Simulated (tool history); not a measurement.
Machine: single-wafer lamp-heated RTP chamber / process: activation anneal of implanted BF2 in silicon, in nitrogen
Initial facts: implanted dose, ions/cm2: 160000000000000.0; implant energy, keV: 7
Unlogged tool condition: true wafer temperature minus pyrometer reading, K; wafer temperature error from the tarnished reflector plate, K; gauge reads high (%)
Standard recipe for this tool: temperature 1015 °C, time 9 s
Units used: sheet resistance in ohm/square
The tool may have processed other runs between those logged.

run,hour,temperature,time,wafers since the last listed run,wafers since the last pyrometer calibration,wafers since the reflector plate was cleaned,hours since the gauge calibration,"read-back reference wafer on the same gauge, sheet resistance",sheet resistance
1,0.0,1015,9,0,1057,1586,247.0,963.65,823.19
2,28.7,1015,9,679,1736,2266,275.7,963.57,820.46
3,54.1,1015,9,601,2338,2868,301.1,963.86,819.15
4,79.3,1008,9,596,2935,3465,326.3,963.95,822.50
5,113.7,1015,9,814,3750,4279,360.7,964.55,815.04
6,143.0,1015,9,693,4443,4973,390.0,964.03,816.73
# hour 162.4: pyrometer window cleaned and pyrometer calibrated
7,174.0,1015,9,544,275,5518,421.0,963.90,820.18
8,191.6,1015,9,416,692,5935,438.6,964.19,820.83
# hour 253.3: reflector plate cleaned
9,256.8,1015,9,1354,2047,82,503.8,964.21,826.68
10,289.0,1015,7,762,2809,844,536.0,964.58,827.92
11,309.5,1015,7,485,3295,1330,556.5,963.93,825.13
# hour 325.7: gauge calibrated
# hour 374.5: pyrometer window cleaned and pyrometer calibrated
12,394.0,1015,9,1811,461,3141,68.3,964.10,821.49
13,422.5,1015,9,674,1136,3816,96.8,964.65,821.73
14,446.1,1015,9,558,1695,4375,120.4,964.26,821.28
15,472.0,1015,6,613,2309,4989,146.3,963.81,830.76
16,487.9,1022,9,376,2685,5365,162.2,963.72,813.92
17,511.4,1005,9,556,3242,5922,185.7,964.02,824.71
18,540.9,994,4,698,3940,6621,215.2,963.70,844.10
# hour 555.5: pyrometer window cleaned and pyrometer calibrated
19,562.5,1015,9,322,165,6943,236.8,964.17,823.08
20,595.8,993,11,788,953,7731,270.1,963.75,831.51
21,619.9,1015,4,570,1524,8302,294.2,963.86,836.28
# hour 648.3: reflector plate cleaned
22,648.8,1041,11,494,2019,11,323.1,963.50,802.37
23,658.0,999,5,217,2237,229,332.3,964.14,843.79
24,677.5,1015,9,461,2699,691,351.8,963.94,825.04
25,697.7,1032,5,478,3177,1170,372.0,964.18,823.03
# hour 727.1: pyrometer window cleaned and pyrometer calibrated
26,727.6,1032,11,518,12,1688,401.9,963.73,807.66
27,749.5,1015,9,518,531,2207,423.8,963.95,823.05
28,779.4,997,13,708,1239,2915,453.7,963.46,828.40
29,796.1,1015,9,395,1635,3311,470.4,963.72,821.80
30,814.6,1015,9,438,2073,3749,488.9,964.22,821.82
# hour 828.1: gauge calibrated
31,844.7,1015,14,712,2786,4462,16.6,963.91,805.99

Run 32 has not been measured yet. What should we expect?
32,870.9,1001,9,620,3406,5082,42.8,?,?

Run 32 gave read-back reference wafer on the same gauge, sheet resistance 963.81, sheet resistance 826.11 ohm/square.
If the tool had no hidden condition, the same run with the same run-to-run variation would have returned sheet resistance 836.81 ohm/square.
